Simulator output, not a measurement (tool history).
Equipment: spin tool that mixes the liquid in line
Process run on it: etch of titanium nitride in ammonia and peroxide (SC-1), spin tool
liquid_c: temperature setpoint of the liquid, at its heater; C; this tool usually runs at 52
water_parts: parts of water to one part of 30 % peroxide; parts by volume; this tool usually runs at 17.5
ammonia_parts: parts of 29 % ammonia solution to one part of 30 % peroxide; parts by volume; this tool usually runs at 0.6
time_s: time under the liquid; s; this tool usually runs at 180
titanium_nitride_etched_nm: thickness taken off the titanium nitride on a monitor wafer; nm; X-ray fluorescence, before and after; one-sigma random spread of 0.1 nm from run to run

run     day  liquid_c  water_parts  ammonia_parts  time_s  read-back film thickness of the titanium nitride reference wafer, read on the same gauge (nm)  titanium_nitride_etched_nm
  1       0        52         17.5            0.6     180                                                                                             70                       10.95
  2   0.558        52         17.5            0.6     180                                                                                          69.99                       11.07
  3   0.821        52         17.5            0.6     180                                                                                             70                       10.92
  4   1.542        52         14.5            0.6     180                                                                                             70                       12.18
  5   1.979        52         17.5            0.6     180                                                                                          70.02                        10.9
  6     2.5      48.5         17.5            0.6     180                                                                                          69.99                         8.5
  7   2.817      48.5         17.5            0.6     180                                                                                          70.04                        8.58
  8   3.458        52         17.5            0.6     180                                                                                          69.99                       10.86
  9   3.883        52         17.5            0.6     180                                                                                             70                       10.76
 10   4.158        52         17.5            0.6     180                                                                                          69.99                       10.82
      4.571  -- thermometer replaced
 11   4.592        52         14.5            0.6     130                                                                                          69.97                        8.66
      4.888  -- new drum of ammonia solution connected
 12   5.108        52         17.5            0.6     180                                                                                          70.02                       11.07
 13    5.85        61         14.5            0.6     285                                                                                          69.99                       34.81
 14    7.65      44.5           25            0.4     135                                                                                          69.98                         3.7
      8.433  -- ammonia flow meter replaced
 15   9.396        52         17.5            0.6     180                                                                                          70.02                       10.94
 16   9.892        46           11           0.45     180                                                                                          69.99                         8.7
     10.175  -- heated supply line repaired
     10.183  -- gauge calibrated
 17  10.633        56           23            0.4      75                                                                                          69.98                        4.78
 18  11.029      59.5         17.5            0.4     275                                                                                          69.98                       25.55
 19  11.292        52         13.5            0.7     180                                                                                          69.97                       12.87
 20  12.012        52         26.5            0.7     180                                                                                             70                        9.01
 21  12.612        44           14            0.6     180                                                                                          70.02                        7.03
 22  13.138        52         17.5            0.6     180                                                                                          69.99                       11.17
 23  13.888        52         17.5            0.6     215                                                                                          69.99                       13.17

Exercise: give the hidden state of the tool at every run:
liquid hotter than its thermometer reads (K): 0 across all the runs
ammonia flow above the setpoint (%): 0 across all the runs
temperature lost on the way to the wafer (K): 0 across all the runs
ammonia solution weaker than its label (%): 0 across all the runs
gauge reads high (%): 0 across all the runs

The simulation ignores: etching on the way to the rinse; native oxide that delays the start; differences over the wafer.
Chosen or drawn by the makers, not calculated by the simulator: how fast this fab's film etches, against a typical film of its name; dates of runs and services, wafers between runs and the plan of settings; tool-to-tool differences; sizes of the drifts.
